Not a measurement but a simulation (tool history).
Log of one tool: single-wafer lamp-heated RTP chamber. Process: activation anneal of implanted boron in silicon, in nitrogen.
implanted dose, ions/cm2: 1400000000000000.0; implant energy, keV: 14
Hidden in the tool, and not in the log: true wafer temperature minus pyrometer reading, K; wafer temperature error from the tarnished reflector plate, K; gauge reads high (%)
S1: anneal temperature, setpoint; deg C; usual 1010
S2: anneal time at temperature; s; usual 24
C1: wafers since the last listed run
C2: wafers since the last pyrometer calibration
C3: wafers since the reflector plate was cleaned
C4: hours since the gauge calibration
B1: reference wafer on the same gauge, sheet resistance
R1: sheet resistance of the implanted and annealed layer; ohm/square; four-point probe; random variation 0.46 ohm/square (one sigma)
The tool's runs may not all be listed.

run     day    S1  S2    C1    C2    C3     C4     B1      R1
  1       0  1010  24     0  2615   931  201.1  87.34    99.1
  2   1.092  1010  24   405  3021  1337  227.3  87.37   99.04
  3   2.221  1033  24   419  3441  1756  254.4  87.33   93.78
  4   3.908  1010  24   627  4068  2383  294.9  87.27   99.15
  5   5.771  1010  24   692  4760  3076  339.6  87.38   98.66
  6   7.867  1010  24   778  5539  3855  389.9  87.41   97.97
      9.683  -- pyrometer window cleaned and pyrometer calibrated
  7  10.046  1010  24   686   134  4541  442.2   87.4    98.2
  8  11.596  1010  29   576   711  5117  479.4  87.42   98.11
  9   14.25  1010  24   986  1697  6103  543.1  87.35   97.04
 10  16.612  1010  24   878  2575  6981  599.8   87.4   96.89
     17.229  -- reflector plate cleaned
 11  19.254  1010  24   857  3433   752  663.2  87.41   98.35
 12    22.2  1010  24  1094  4528  1846  733.9   87.4   98.65
     23.392  -- pyrometer window cleaned and pyrometer calibrated
 13  24.429  1010  24   704   385  2551  787.4  87.29   98.49
 14  26.746  1016  24   861  1246  3412    843  87.44    96.6
 15  28.146  1016  24   520  1766  3932  876.6  87.49   96.94
     33.992  -- gauge calibrated
     34.958  -- reflector plate cleaned
 16  34.979  1010  24  2415  4182     7   23.7  87.31   99.14
 17  36.138  1038  34   430  4612   437   51.5  87.32   92.14
     39.192  -- pyrometer window cleaned and pyrometer calibrated
 18  39.212  1010  15  1018     8  1456  125.3  87.29  100.49
 19  41.788  1031  31   957   965  2413  187.1  87.39   93.27
 20  44.571  1010  24  1034  1999  3448  253.9  87.42   97.29
 21   47.45  1025  18  1070  3069  4518    323  87.43   95.45
     53.388  -- reflector plate cleaned
 22  53.408  1040  33  2090  5160     8    466  87.51    91.5
     54.804  -- pyrometer window cleaned and pyrometer calibrated
 23  55.483  1010  19   647   252   655  515.8  87.44   99.43
 24  56.812  1028  29   493   746  1149  547.7  87.38   94.02
 25  59.567   998  24  1023  1769  2173  613.8   87.3  101.74
 26   61.95  1025  32   885  2655  3059    671  87.32    93.4
 27  63.862  1032  37   710  3366  3769  716.9  87.47   92.22
 28  65.488   993  29   603  3970  4373  755.9  87.37  101.74
     67.058  -- gauge calibrated
 29  67.279  1010  24   665  4636  5039    5.3  87.41   98.26
     69.008  -- reflector plate cleaned
     69.304  -- pyrometer window cleaned and pyrometer calibrated
 30  69.325  1010  24   526     7     7   54.4  87.42   98.67
 31  70.492  1010  24   433   440   440   82.4  87.35   98.91
 32  72.775   997  10   848  1289  1289  137.2  87.54  107.44
 33  75.438   980  24   989  2278  2278  201.1  87.42  111.18

Hidden state or all else? Some run-to-run changes of R1, split into what the settings, what came in and random variation would give without the hidden state, and what is left for the hidden state (with any gauge scatter that isn't in both results):
Run 10 -> 11: reflector plate cleaned. R1 +1.46 ohm/square: hidden state +2.23, all else -0.77.
Run 17 -> 18: S1 1038 -> 1010, S2 34 -> 15, pyrometer window cleaned and pyrometer calibrated. R1 +8.35 ohm/square: hidden state -0.31, all else +8.66.
Run 27 -> 28: S1 1032 -> 993, S2 37 -> 29. R1 +9.52 ohm/square: hidden state -1.08, all else +10.6.
Run 29 -> 30: reflector plate cleaned, pyrometer window cleaned and pyrometer calibrated. R1 +0.41 ohm/square: hidden state +1.35, all else -0.94.
Run 31 -> 32: S1 1010 -> 997, S2 24 -> 10. R1 +8.53 ohm/square: hidden state -0.26, all else +8.79.

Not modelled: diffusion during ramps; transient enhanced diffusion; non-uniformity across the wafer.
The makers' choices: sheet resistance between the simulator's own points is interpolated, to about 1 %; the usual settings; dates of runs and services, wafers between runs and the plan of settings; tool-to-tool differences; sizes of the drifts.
